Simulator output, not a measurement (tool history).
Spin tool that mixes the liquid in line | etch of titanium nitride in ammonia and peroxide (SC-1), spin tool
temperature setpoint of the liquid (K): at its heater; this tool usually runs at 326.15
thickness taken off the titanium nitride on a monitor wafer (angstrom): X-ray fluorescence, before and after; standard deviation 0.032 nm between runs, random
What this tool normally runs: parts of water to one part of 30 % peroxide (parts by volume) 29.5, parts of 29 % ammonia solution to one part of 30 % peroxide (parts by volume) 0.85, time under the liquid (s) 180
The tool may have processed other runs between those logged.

run	hour	temperature setpoint of the liquid (K)	parts of water to one part of 30 % peroxide (parts by volume)	parts of 29 % ammonia solution to one part of 30 % peroxide (parts by volume)	time under the liquid (s)	wafers since the last listed run	hours since the thermometer was replaced	hours since the ammonia flow meter was replaced	hours since the heated supply line was repaired	hours since the drum of ammonia solution was connected	hours since the gauge calibration	read-back film thickness of the titanium nitride reference wafer, read on the same gauge (nm)	thickness taken off the titanium nitride on a monitor wafer (angstrom)
1	0	326.15	29.5	0.85	180	0	1054	852.7	241.1	884.7	1939.7	80	59.1
# hour 4.5: new drum of ammonia solution connected, repeated, since the last time left the tool worse
2	106.7	326.15	29.5	0.85	180	454	1160.7	959.4	347.8	102.2	2046.4	79.97	60.3
3	199.4	326.15	29.5	0.85	180	398	1253.4	1052.1	440.5	194.9	2139.1	79.99	61.1
4	303.6	326.15	35	0.85	230	447	1357.6	1156.3	544.7	299.1	2243.3	80.05	70.6
5	409.1	326.15	25	0.85	180	453	1463.1	1261.8	650.2	404.6	2348.8	80.01	65.7
6	490.3	326.15	29.5	0.85	180	349	1544.3	1343	731.4	485.8	2430	80	60.9
7	570.5	317.15	29.5	0.65	180	344	1624.5	1423.2	811.6	566	2510.2	79.98	30.4
# hour 598.1: thermometer replaced
8	649.3	326.15	29.5	0.85	180	334	51.2	1502	890.4	644.8	2589	79.99	60.4
# hour 689.9: ammonia flow meter replaced
9	714.3	319.15	29.5	0.85	180	275	116.2	24.4	955.4	709.8	2654	80.01	36.7
10	803.1	326.15	43.5	0.85	180	381	205	113.2	1044.2	798.6	2742.8	79.98	48
# hour 809.9: new drum of ammonia solution connected
11	857	326.15	29.5	0.85	180	227	258.9	167.1	1098.1	47.1	2796.7	80	60.9
# hour 925.7: gauge calibrated
12	938.7	326.15	39	1.1	270	351	340.6	248.8	1179.8	128.8	13	80.02	81.8
13	1001	334.15	29.5	0.85	225	267	402.9	311.1	1242.1	191.1	75.3	80.01	128.6
14	1107.7	326.15	29.5	0.85	180	458	509.6	417.8	1348.8	297.8	182	79.98	60.7
15	1202.6	322.65	33.5	0.85	75	408	604.5	512.7	1443.7	392.7	276.9	79.98	18.3
16	1285.8	333.65	29.5	0.85	180	357	687.7	595.9	1526.9	475.9	360.1	80.01	101
17	1343.7	326.15	29.5	0.6	180	248	745.6	653.8	1584.8	533.8	418	79.99	56.4
18	1429.5	326.15	29.5	0.85	180	368	831.4	739.6	1670.6	619.6	503.8	80.02	60.5
# hour 1498.9: new drum of ammonia solution connected
19	1503.2	331.15	29.5	0.85	275	312	905.1	813.3	1744.3	4.3	577.5	80.02	130.4
20	1560.4	326.15	29.5	0.85	180	245	962.3	870.5	1801.5	61.5	634.7	80	60.3
21	1630.7	326.15	15	0.85	180	302	1032.6	940.8	1871.8	131.8	705	79.99	88.5
22	1686.4	319.15	29.5	0.85	180	239	1088.3	996.5	1927.5	187.5	760.7	80	37.1
23	1786.8	318.15	29.5	0.85	180	431	1188.7	1096.9	2027.9	287.9	861.1	80	34.6
24	1860.8	326.15	37.5	0.85	180	318	1262.7	1170.9	2101.9	361.9	935.1	80	52.6
25	1899.9	326.15	23	0.85	180	168	1301.8	1210	2141	401	974.2	80.01	69.6

How would selected steps in thickness taken off the titanium nitride on a monitor wafer (angstrom) from run to run divide? Give the signed amount a tool lacking its hidden state would still show from settings, what came in and random variation, and the signed amount left for the hidden state, including any gauge scatter that is not in both of the compared results.
Hidden state at play: liquid colder than its thermometer reads (K); ammonia flow below the setpoint (%); temperature lost on the way to the wafer (K); ammonia solution weaker than its label (%); gauge reads high (%).
Run 1 -> 2: new drum of ammonia solution connected, repeated, since the last time left the tool worse. thickness taken off the titanium nitride on a monitor wafer (angstrom) +1.2: hidden state +1.7, all else -0.5.
Run 15 -> 16: temperature setpoint of the liquid (K) 322.65 -> 333.65, parts of water to one part of 30 % peroxide (parts by volume) 33.5 -> 29.5, time under the liquid (s) 75 -> 180. thickness taken off the titanium nitride on a monitor wafer (angstrom) +82.7: hidden state -0.7, all else +83.4.
Run 19 -> 20: temperature setpoint of the liquid (K) 331.15 -> 326.15, time under the liquid (s) 275 -> 180. thickness taken off the titanium nitride on a monitor wafer (angstrom) -70.1: hidden state +0.2, all else -70.3.
